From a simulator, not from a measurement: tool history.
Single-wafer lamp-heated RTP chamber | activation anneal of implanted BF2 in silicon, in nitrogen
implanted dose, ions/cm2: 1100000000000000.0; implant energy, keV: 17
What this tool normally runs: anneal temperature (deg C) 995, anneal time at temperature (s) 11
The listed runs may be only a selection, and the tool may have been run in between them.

run,day,anneal temperature (deg C),anneal time at temperature (s),"read-back reference wafer on the same gauge, sheet resistance",sheet resistance of the implanted and annealed layer (ohm/square)
1,0,995,11,198.51,215.3
2,2.692,995,11,199.29,216.45
3,4.838,995,11,199.3,213.18
4,5.958,973,11,199.02,248.97
# day 8.671: pyrometer window cleaned and pyrometer calibrated
5,8.692,973,11,199.03,254.65
6,11.483,973,11,199.37,251.62
7,13.433,995,13,199.26,211.29
8,15.45,995,11,199.01,216.77
9,17.079,995,11,199.1,214.5
10,18.142,995,11,199.33,214.67
11,19.638,995,11,199.36,214.13
# day 19.758: gauge calibrated
12,21.367,1013,14,198.64,181.8
# day 22.162: reflector plate cleaned
13,23.5,1013,14,198.97,178.93
# day 26.438: pyrometer window cleaned and pyrometer calibrated
14,26.538,995,11,198.81,214.59
15,28.942,995,11,199.42,214.77
16,30.525,980,17,199.03,227.21
17,33.412,995,11,199.41,213.81
18,35.233,1003,14,198.85,196.16
19,37.717,1006,15,198.92,187.27
20,42.742,995,11,199.61,208.48
21,44.583,970,17,199.1,237.62
# day 45.079: pyrometer window cleaned and pyrometer calibrated
22,47.371,970,15,198.9,247.96
23,50.254,1010,4,198.68,219.93
24,51.525,995,16,198.59,206.09
25,56.688,1008,13,198.84,191.26
26,58.546,995,11,199.31,213.99

Branching from run 26: 5 alternative next runs. What would each branch give?
A,58.562,979,11,?,?
B,58.562,985,11,?,?
C,58.562,995,7,?,?
D,58.562,977,6,?,?
E,58.562,987,8,?,?

run,"read-back reference wafer on the same gauge, sheet resistance",sheet resistance of the implanted and annealed layer (ohm/square)
A,198.99,239.47
B,198.99,229.63
C,198.99,226.42
D,198.99,256.25
E,198.99,234.67
With no hidden state in the tool, these same runs would have given:
run,sheet resistance of the implanted and annealed layer (ohm/square)
A,243.91
B,233.86
C,230.06
D,260.37
E,238.65
